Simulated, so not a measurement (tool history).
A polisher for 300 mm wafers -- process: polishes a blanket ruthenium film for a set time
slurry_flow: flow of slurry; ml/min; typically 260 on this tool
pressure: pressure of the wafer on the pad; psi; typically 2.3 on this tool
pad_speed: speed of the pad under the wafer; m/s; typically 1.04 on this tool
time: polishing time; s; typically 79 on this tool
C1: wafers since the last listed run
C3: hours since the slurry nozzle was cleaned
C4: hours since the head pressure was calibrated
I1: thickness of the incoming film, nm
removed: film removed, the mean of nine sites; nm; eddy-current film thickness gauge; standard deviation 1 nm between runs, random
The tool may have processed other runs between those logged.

run 1 hour=0.0 | slurry_flow=200 pressure=2.3 pad_speed=1.04 time=79 | C1=0 wafers_polished_on_this_pad=1217 C3=173.7 C4=141.9 | I1=551.2 | removed=91.3
run 2 hour=29.7 | slurry_flow=260 pressure=2.3 pad_speed=1.04 time=79 | C1=239 wafers_polished_on_this_pad=1456 C3=203.4 C4=171.6 | I1=566.9 | removed=95.3
run 3 hour=54.8 | slurry_flow=260 pressure=2.3 pad_speed=1.04 time=79 | C1=202 wafers_polished_on_this_pad=1659 C3=228.5 C4=196.7 | I1=564.0 | removed=93.8
run 4 hour=80.3 | slurry_flow=260 pressure=2.3 pad_speed=1.04 time=79 | C1=205 wafers_polished_on_this_pad=1864 C3=254.0 C4=222.2 | I1=556.8 | removed=92.5
run 5 hour=147.9 | slurry_flow=260 pressure=2.3 pad_speed=1.04 time=79 | C1=544 wafers_polished_on_this_pad=2408 C3=321.6 C4=289.8 | I1=564.9 | removed=90.0
run 6 hour=196.6 | slurry_flow=260 pressure=2.3 pad_speed=1.04 time=79 | C1=392 wafers_polished_on_this_pad=2800 C3=370.3 C4=338.5 | I1=564.0 | removed=88.9
-- hour=219.2 slurry nozzle cleaned
-- hour=310.0 worn pad replaced by a new one
run 7 hour=327.4 | slurry_flow=260 pressure=2.3 pad_speed=1.04 time=79 | C1=1013 wafers_polished_on_this_pad=139 C3=108.2 C4=469.3 | I1=564.2 | removed=98.7
run 8 hour=355.9 | slurry_flow=260 pressure=2.9 pad_speed=1.04 time=79 | C1=229 wafers_polished_on_this_pad=369 C3=136.7 C4=497.8 | I1=552.0 | removed=123.7
run 9 hour=398.3 | slurry_flow=260 pressure=2.9 pad_speed=1.04 time=79 | C1=341 wafers_polished_on_this_pad=710 C3=179.1 C4=540.2 | I1=553.4 | removed=118.1
run 10 hour=447.5 | slurry_flow=260 pressure=2.9 pad_speed=1.04 time=79 | C1=396 wafers_polished_on_this_pad=1107 C3=228.3 C4=589.4 | I1=554.3 | removed=119.6
run 11 hour=485.3 | slurry_flow=260 pressure=2.3 pad_speed=1.04 time=79 | C1=304 wafers_polished_on_this_pad=1411 C3=266.1 C4=627.2 | I1=564.3 | removed=93.0
run 12 hour=525.1 | slurry_flow=260 pressure=2.3 pad_speed=1.04 time=79 | C1=320 wafers_polished_on_this_pad=1731 C3=305.9 C4=667.0 | I1=558.9 | removed=92.1
-- hour=560.0 head pressure recalibrated
run 13 hour=560.5 | slurry_flow=260 pressure=2.3 pad_speed=1.04 time=79 | C1=268 wafers_polished_on_this_pad=2000 C3=341.3 C4=0.5 | I1=548.1 | removed=91.4
run 14 hour=594.0 | slurry_flow=260 pressure=2.6 pad_speed=1.04 time=90 | C1=269 wafers_polished_on_this_pad=2270 C3=374.8 C4=34.0 | I1=559.8 | removed=114.9
run 15 hour=624.0 | slurry_flow=260 pressure=2.3 pad_speed=0.68 time=56 | C1=241 wafers_polished_on_this_pad=2512 C3=404.8 C4=64.0 | I1=558.2 | removed=44.9
run 16 hour=666.3 | slurry_flow=225 pressure=2.0 pad_speed=0.90 time=70 | C1=340 wafers_polished_on_this_pad=2852 C3=447.1 C4=106.3 | I1=560.9 | removed=59.9
-- hour=723.4 worn pad replaced by a new one
run 17 hour=723.9 | slurry_flow=260 pressure=1.9 pad_speed=1.04 time=79 | C1=431 wafers_polished_on_this_pad=4 C3=504.7 C4=163.9 | I1=564.4 | removed=82.2
-- hour=737.7 slurry nozzle cleaned
run 18 hour=745.7 | slurry_flow=260 pressure=2.3 pad_speed=1.04 time=79 | C1=167 wafers_polished_on_this_pad=171 C3=8.0 C4=185.7 | I1=568.4 | removed=102.0
run 19 hour=806.9 | slurry_flow=260 pressure=2.3 pad_speed=0.74 time=79 | C1=492 wafers_polished_on_this_pad=664 C3=69.2 C4=246.9 | I1=564.1 | removed=76.5
run 20 hour=832.3 | slurry_flow=260 pressure=1.5 pad_speed=1.04 time=79 | C1=204 wafers_polished_on_this_pad=869 C3=94.6 C4=272.3 | I1=564.7 | removed=68.9
run 21 hour=874.0 | slurry_flow=260 pressure=2.3 pad_speed=1.04 time=90 | C1=335 wafers_polished_on_this_pad=1204 C3=136.3 C4=314.0 | I1=556.2 | removed=111.0
run 22 hour=981.8 | slurry_flow=260 pressure=1.6 pad_speed=1.04 time=62 | C1=868 wafers_polished_on_this_pad=2073 C3=244.1 C4=421.8 | I1=556.6 | removed=52.7
run 23 hour=1022.3 | slurry_flow=260 pressure=2.3 pad_speed=1.34 time=60 | C1=326 wafers_polished_on_this_pad=2399 C3=284.6 C4=462.3 | I1=547.5 | removed=86.6
run 24 hour=1064.9 | slurry_flow=260 pressure=3.0 pad_speed=1.04 time=54 | C1=343 wafers_polished_on_this_pad=2742 C3=327.2 C4=504.9 | I1=568.6 | removed=77.5
run 25 hour=1128.5 | slurry_flow=350 pressure=2.3 pad_speed=1.04 time=90 | C1=512 wafers_polished_on_this_pad=3254 C3=390.8 C4=568.5 | I1=558.3 | removed=104.1
run 26 hour=1153.0 | slurry_flow=260 pressure=2.3 pad_speed=1.04 time=79 | C1=197 wafers_polished_on_this_pad=3451 C3=415.3 C4=593.0 | I1=553.6 | removed=88.2
-- hour=1208.7 slurry nozzle cleaned
-- hour=1232.9 worn pad replaced by a new one
run 27 hour=1239.5 | slurry_flow=260 pressure=2.3 pad_speed=1.38 time=64 | C1=656 wafers_polished_on_this_pad=53 C3=30.8 C4=679.5 | I1=549.6 | removed=104.3
-- hour=1256.4 head pressure recalibrated
run 28 hour=1305.0 | slurry_flow=220 pressure=3.1 pad_speed=1.04 time=58 | C1=511 wafers_polished_on_this_pad=564 C3=96.3 C4=48.6 | I1=549.8 | removed=91.9
run 29 hour=1357.7 | slurry_flow=260 pressure=2.3 pad_speed=1.04 time=79 | C1=424 wafers_polished_on_this_pad=989 C3=149.0 C4=101.3 | I1=547.8 | removed=96.6
run 30 hour=1417.8 | slurry_flow=260 pressure=2.3 pad_speed=1.04 time=79 | C1=483 wafers_polished_on_this_pad=1473 C3=209.1 C4=161.4 | I1=566.4 | removed=91.9
run 31 hour=1461.6 | slurry_flow=285 pressure=2.9 pad_speed=0.84 time=54 | C1=352 wafers_polished_on_this_pad=1826 C3=252.9 C4=205.2 | I1=557.7 | removed=66.1
run 32 hour=1530.6 | slurry_flow=335 pressure=2.3 pad_speed=1.04 time=94 | C1=555 wafers_polished_on_this_pad=2381 C3=321.9 C4=274.2 | I1=563.4 | removed=109.5
run 33 hour=1599.4 | slurry_flow=260 pressure=2.3 pad_speed=1.04 time=79 | C1=554 wafers_polished_on_this_pad=2935 C3=390.7 C4=343.0 | I1=554.6 | removed=87.3
run 34 hour=1639.9 | slurry_flow=260 pressure=2.7 pad_speed=0.88 time=79 | C1=326 wafers_polished_on_this_pad=3261 C3=431.2 C4=383.5 | I1=565.3 | removed=87.0
run 35 hour=1688.7 | slurry_flow=260 pressure=2.3 pad_speed=1.04 time=79 | C1=392 wafers_polished_on_this_pad=3654 C3=480.0 C4=432.3 | I1=560.2 | removed=85.0
-- hour=1696.5 worn pad replaced by a new one
-- hour=1727.2 slurry nozzle cleaned
run 36 hour=1819.4 | slurry_flow=260 pressure=2.3 pad_speed=1.04 time=101 | C1=1012 wafers_polished_on_this_pad=981 C3=92.2 C4=563.0 | I1=557.0 | removed=123.5

How the hidden state differs across the entries between the runs, from the last listed run before each to the first after it:
From run 6 to run 7: slurry nozzle cleaned (hour 219.2); worn pad replaced by a new one (hour 310.0)
  removal rate lost through wear of the pad, %: 10 -> 0.954; slurry flow missing at the pad, %: 31.4 -> 21.8
  measured less the result without the state, removed: -15.3 -> -4.3 nm
From run 12 to run 13: head pressure recalibrated (hour 560.0)
  removal rate lost through wear of the pad, %: 5.91 -> 6.8; slurry flow missing at the pad, %: 33.8 -> 34.7
  measured less the result without the state, removed: -11.9 -> -13.0 nm
From run 16 to run 17: worn pad replaced by a new one (hour 723.4)
  removal rate lost through wear of the pad, %: 9.45 -> 0.474; slurry flow missing at the pad, %: 36.4 -> 37
  measured less the result without the state, removed: -11.7 -> -6.4 nm
From run 17 to run 18: slurry nozzle cleaned (hour 737.7)
  removal rate lost through wear of the pad, %: 0.474 -> 1.02; slurry flow missing at the pad, %: 37 -> 2.31
  measured less the result without the state, removed: -6.4 -> -1.4 nm
From run 26 to run 27: slurry nozzle cleaned (hour 1208.7); worn pad replaced by a new one (hour 1232.9)
  removal rate lost through wear of the pad, %: 11.2 -> 1.99; slurry flow missing at the pad, %: 32 -> 6.74
  measured less the result without the state, removed: -16.8 -> -3.0 nm
From run 27 to run 28: head pressure recalibrated (hour 1256.4)
  removal rate lost through wear of the pad, %: 1.99 -> 3.63; slurry flow missing at the pad, %: 6.74 -> 16.4
  measured less the result without the state, removed: -3.0 -> -6.1 nm
From run 35 to run 36: worn pad replaced by a new one (hour 1696.5); slurry nozzle cleaned (hour 1727.2)
  removal rate lost through wear of the pad, %: 13.3 -> 6.2; slurry flow missing at the pad, %: 32.7 -> 18.3
  measured less the result without the state, removed: -18.7 -> -11.6 nm
